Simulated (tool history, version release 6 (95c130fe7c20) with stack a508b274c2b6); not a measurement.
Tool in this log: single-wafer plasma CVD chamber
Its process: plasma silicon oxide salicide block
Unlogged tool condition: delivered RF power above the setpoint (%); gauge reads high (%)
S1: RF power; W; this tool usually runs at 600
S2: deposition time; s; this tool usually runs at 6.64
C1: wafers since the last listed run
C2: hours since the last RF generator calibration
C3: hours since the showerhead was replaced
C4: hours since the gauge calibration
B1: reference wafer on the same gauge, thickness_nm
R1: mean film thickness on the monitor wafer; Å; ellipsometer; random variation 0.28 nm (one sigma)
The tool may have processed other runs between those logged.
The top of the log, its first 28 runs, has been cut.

run 29 hour=792.1 | S1=520 S2=7.32 | C1=1166 C2=297.4 C3=263.6 C4=123.4 | B1=75.282 | R1=678.79
run 30 hour=890.8 | S1=695 S2=6.64 | C1=5048 C2=396.1 C3=362.3 C4=222.1 | B1=75.137 | R1=660.37
run 31 hour=925.3 | S1=545 S2=7.29 | C1=1764 C2=430.6 C3=396.8 C4=256.6 | B1=75.316 | R1=682.12
run 32 hour=961.1 | S1=600 S2=6.64 | C1=1831 C2=466.4 C3=432.6 C4=292.4 | B1=75.185 | R1=633.96
run 33 hour=995.9 | S1=600 S2=6.64 | C1=1780 C2=501.2 C3=467.4 C4=327.2 | B1=75.176 | R1=638.61
run 34 hour=1008.8 | S1=600 S2=6.64 | C1=659 C2=514.1 C3=480.3 C4=340.1 | B1=75.145 | R1=639.53
run 35 hour=1044.2 | S1=560 S2=6.64 | C1=1810 C2=549.5 C3=515.7 C4=375.5 | B1=75.293 | R1=626.28
run 36 hour=1058.7 | S1=545 S2=6.25 | C1=741 C2=564 C3=530.2 C4=390 | B1=75.147 | R1=581.44
run 37 hour=1072.4 | S1=600 S2=6.24 | C1=700 C2=577.7 C3=543.9 C4=403.7 | B1=75.206 | R1=598.41
run 38 hour=1097.1 | S1=600 S2=6.64 | C1=1263 C2=602.4 C3=568.6 C4=428.4 | B1=75.193 | R1=636.42
run 39 hour=1115.4 | S1=600 S2=6.64 | C1=936 C2=620.7 C3=586.9 C4=446.7 | B1=75.092 | R1=633.18
run 40 hour=1145 | S1=600 S2=6.64 | C1=1514 C2=650.3 C3=616.5 C4=476.3 | B1=75.149 | R1=632.66

Alternative continuations, all from the tool just after run 40; predict every row:
run A hour=1145.4 | S1=600 S2=6.15 | C1=20 C2=650.7 C3=616.9 C4=476.7 | B1=? | R1=?
run B hour=1145.4 | S1=680 S2=5.68 | C1=20 C2=650.7 C3=616.9 C4=476.7 | B1=? | R1=?
run C hour=1145.4 | S1=660 S2=7.28 | C1=20 C2=650.7 C3=616.9 C4=476.7 | B1=? | R1=?
run D hour=1145.4 | S1=495 S2=5.8 | C1=20 C2=650.7 C3=616.9 C4=476.7 | B1=? | R1=?

run=A B1=75.16 R1=586.44
run=B B1=75.16 R1=559.99
run=C B1=75.16 R1=712.02
run=D B1=75.16 R1=525.95
With no hidden state in the tool, these same runs would have given:
run=A R1=591.26
run=B R1=564.59
run=C R1=717.87
run=D R1=530.27

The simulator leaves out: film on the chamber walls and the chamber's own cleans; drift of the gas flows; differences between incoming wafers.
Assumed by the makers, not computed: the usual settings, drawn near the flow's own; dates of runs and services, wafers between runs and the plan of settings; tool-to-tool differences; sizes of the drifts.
